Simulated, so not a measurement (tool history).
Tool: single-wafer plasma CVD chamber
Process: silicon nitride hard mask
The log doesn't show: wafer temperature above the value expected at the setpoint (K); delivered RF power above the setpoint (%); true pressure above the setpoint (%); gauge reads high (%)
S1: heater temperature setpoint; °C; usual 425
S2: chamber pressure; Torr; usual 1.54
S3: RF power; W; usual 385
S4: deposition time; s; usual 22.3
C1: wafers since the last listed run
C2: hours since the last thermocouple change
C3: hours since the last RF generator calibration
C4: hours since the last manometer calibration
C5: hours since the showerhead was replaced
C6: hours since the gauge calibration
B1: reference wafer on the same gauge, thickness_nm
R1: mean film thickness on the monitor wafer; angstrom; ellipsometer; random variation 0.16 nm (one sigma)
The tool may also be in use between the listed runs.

run	hour	S1	S2	S3	S4	C1	C2	C3	C4	C5	C6	B1	R1
1	0	425	1.54	385	22.3	0	2876.6	1281.9	2241.8	7173.6	422.2	30.949	284.35
2	20.9	425	1.54	385	22.3	639	2897.5	1302.8	2262.7	7194.5	443.1	30.908	289.71
3	50.4	430	1.54	385	20.4	903	2927	1332.3	2292.2	7224	472.6	30.959	261.77
4	82.8	430	1.54	385	20.4	991	2959.4	1364.7	2324.6	7256.4	505	30.834	261.12
5	112.8	437	1.54	385	22.3	918	2989.4	1394.7	2354.6	7286.4	535	30.852	285.32
6	140.4	437	1.54	385	22.3	845	3017	1422.3	2382.2	7314	562.6	30.893	282.15
7	157.7	425	1.54	445	24.9	529	3034.3	1439.6	2399.5	7331.3	579.9	30.935	346.06
8	181.6	425	1.54	445	24.9	731	3058.2	1463.5	2423.4	7355.2	603.8	30.873	344.28
# hour 213.7: RF generator calibrated
# hour 219.5: thermocouple changed; heater temperature recalibrated
9	220	425	1.54	445	24.9	752	0.5	6.3	2461.8	7393.6	642.2	30.901	361.33
10	233.6	418	1.65	330	26.3	416	14.1	19.9	2475.4	7407.2	655.8	30.965	328.81
# hour 259.9: gauge calibrated
11	265.3	425	1.54	385	19.1	970	45.8	51.6	2507.1	7438.9	5.4	30.891	253.83
12	284.2	425	1.54	385	22.3	578	64.7	70.5	2526	7457.8	24.3	30.877	297.43
13	302.4	430	1.54	385	20.4	557	82.9	88.7	2544.2	7476	42.5	30.889	270.89
# hour 313.8: showerhead replaced
# hour 321.1: capacitance manometer re-zeroed and calibrated
14	321.6	425	1.54	445	22.3	118	102.1	107.9	0.5	7.8	61.7	30.864	321.55
15	343.6	425	1.9	385	22.3	673	124.1	129.9	22.5	29.8	83.7	30.894	317.72
16	376.2	415	1.54	440	25.7	998	156.7	162.5	55.1	62.4	116.3	30.949	369.57
17	411	432	1.92	385	26.1	1065	191.5	197.3	89.9	97.2	151.1	31	370.47

The next listed run, before its measurement:
18	427	425	1.54	385	18.7	489	207.5	213.3	105.9	113.2	167.1	?	?

Run 18 gave B1 30.903, R1 249.51 angstrom.
Without the tool's hidden state the same run would have given R1 251.97 angstrom.

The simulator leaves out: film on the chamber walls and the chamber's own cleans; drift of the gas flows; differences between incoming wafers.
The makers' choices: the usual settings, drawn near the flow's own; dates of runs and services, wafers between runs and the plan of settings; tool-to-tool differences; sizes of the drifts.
